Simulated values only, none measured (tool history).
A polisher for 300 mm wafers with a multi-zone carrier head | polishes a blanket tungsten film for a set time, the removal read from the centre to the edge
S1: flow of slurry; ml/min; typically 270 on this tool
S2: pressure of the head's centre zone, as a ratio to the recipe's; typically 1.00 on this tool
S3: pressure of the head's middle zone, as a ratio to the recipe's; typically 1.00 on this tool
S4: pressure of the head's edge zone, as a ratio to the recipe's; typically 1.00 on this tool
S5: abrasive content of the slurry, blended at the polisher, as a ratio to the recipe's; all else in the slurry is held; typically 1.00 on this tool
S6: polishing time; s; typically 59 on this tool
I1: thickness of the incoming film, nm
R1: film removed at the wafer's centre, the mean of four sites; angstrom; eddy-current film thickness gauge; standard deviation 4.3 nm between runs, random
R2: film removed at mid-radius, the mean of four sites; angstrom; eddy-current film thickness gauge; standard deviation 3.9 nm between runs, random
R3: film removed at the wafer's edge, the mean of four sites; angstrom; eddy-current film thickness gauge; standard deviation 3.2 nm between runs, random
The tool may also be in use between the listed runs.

Run 1, hour 0.0: usual settings; I1 1594.7. Result: R1 2802 angstrom, R2 2824 angstrom, R3 2772 angstrom.
Run 2, hour 15.0: usual settings but S6 46 s; I1 1549.1. Result: R1 2199 angstrom, R2 2176 angstrom, R3 2140 angstrom.
At hour 17.8: edge zone pressure recalibrated.
Run 3, hour 23.9: usual settings but S6 46 s; I1 1582.5. Result: R1 2132 angstrom, R2 2188 angstrom, R3 2113 angstrom.
Run 4, hour 41.0: usual settings but S2 1.03, S3 0.96, S4 0.94; I1 1548.5. Result: R1 2799 angstrom, R2 2641 angstrom, R3 2647 angstrom.
At hour 51.8: carrier head's membrane replaced by a new one.
At hour 53.6: worn pad replaced by a new one.
Run 5, hour 54.1: usual settings but S2 1.09, S3 0.89, S4 0.97, S6 47 s; I1 1567.5. Result: R1 2625 angstrom, R2 2117 angstrom, R3 2301 angstrom.
Run 6, hour 54.8: usual settings but S1 340 ml/min, S3 0.91, S4 1.11, S5 0.80; I1 1589.0. Result: R1 3003 angstrom, R2 2711 angstrom, R3 3065 angstrom.
Run 7, hour 71.7: usual settings but S1 195 ml/min, S3 0.91, S4 1.09, S6 76 s; I1 1565.6. Result: R1 3662 angstrom, R2 3308 angstrom, R3 3794 angstrom.
At hour 74.7: centre zone pressure recalibrated.
Run 8, hour 89.4: usual settings but S2 0.95; I1 1590.1. Result: R1 2751 angstrom, R2 2823 angstrom, R3 2860 angstrom.
Run 9, hour 105.8: usual settings; I1 1597.3. Result: R1 2833 angstrom, R2 2736 angstrom, R3 2781 angstrom.
At hour 141.3: slurry nozzle cleaned.
Run 10, hour 148.0: usual settings but S1 330 ml/min, S6 44 s; I1 1542.2. Result: R1 2169 angstrom, R2 2099 angstrom, R3 2081 angstrom.
At hour 152.3: worn pad replaced by a new one.
Run 11, hour 154.4: usual settings but S1 245 ml/min, S4 1.11; I1 1563.8. Result: R1 3060 angstrom, R2 2902 angstrom, R3 3120 angstrom.
Run 12, hour 163.2: usual settings but S2 0.93; I1 1572.4. Result: R1 2825 angstrom, R2 2941 angstrom, R3 2933 angstrom.
Run 13, hour 173.7: usual settings but S2 0.92, S6 68 s; I1 1561.0. Result: R1 3142 angstrom, R2 3274 angstrom, R3 3262 angstrom.
Run 14, hour 181.5: usual settings but S2 0.96, S3 0.89; I1 1600.5. Result: R1 2775 angstrom, R2 2617 angstrom, R3 2876 angstrom.
Run 15, hour 187.9: usual settings; I1 1579.1. Result: R1 2885 angstrom, R2 2853 angstrom, R3 2862 angstrom.
Run 16, hour 205.9: usual settings; I1 1559.3. Result: R1 2797 angstrom, R2 2741 angstrom, R3 2754 angstrom.
Run 17, hour 217.4: usual settings; I1 1538.5. Result: R1 2830 angstrom, R2 2759 angstrom, R3 2775 angstrom.
Run 18, hour 231.9: usual settings but S2 1.05, S3 1.04, S6 50 s; I1 1554.5. Result: R1 2504 angstrom, R2 2426 angstrom, R3 2305 angstrom.
Run 19, hour 247.6: usual settings; I1 1591.7. Result: R1 2810 angstrom, R2 2726 angstrom, R3 2736 angstrom.
At hour 255.5: worn pad replaced by a new one.
Run 20, hour 257.8: usual settings; I1 1576.0. Result: R1 2977 angstrom, R2 2902 angstrom, R3 2935 angstrom.
Run 21, hour 264.8: usual settings but S3 0.95, S4 1.05; I1 1587.6. Result: R1 2957 angstrom, R2 2801 angstrom, R3 2999 angstrom.
Run 22, hour 275.2: usual settings but S1 345 ml/min; I1 1561.0. Result: R1 2985 angstrom, R2 2924 angstrom, R3 2878 angstrom.

Had the tool no unlogged condition, and each run kept its random variation, what would the results have been?
The tool's hidden condition here consists of: removal rate lost through wear of the pad, %; slurry flow missing at the pad, %; deviation of the centre zone's pressure from its setpoint, %; deviation of the edge zone's pressure from its setpoint, %.
run    R1    R2    R3
  1  3013  3036  2979
  2  2379  2354  2315
  3  2312  2373  2291
  4  3046  2874  2880
  5  2644  2132  2318
  6  3030  2736  3092
  7  3811  3443  3949
  8  2921  2996  3036
  9  3040  2936  2985
 10  2356  2281  2261
 11  3086  2927  3146
 12  2899  3018  3010
 13  3276  3413  3401
 14  2920  2754  3026
 15  3053  3019  3030
 16  2996  2936  2950
 17  3045  2969  2987
 18  2706  2621  2491
 19  3045  2954  2965
 20  3006  2931  2964
 21  3029  2869  3072
 22  3109  3046  2998
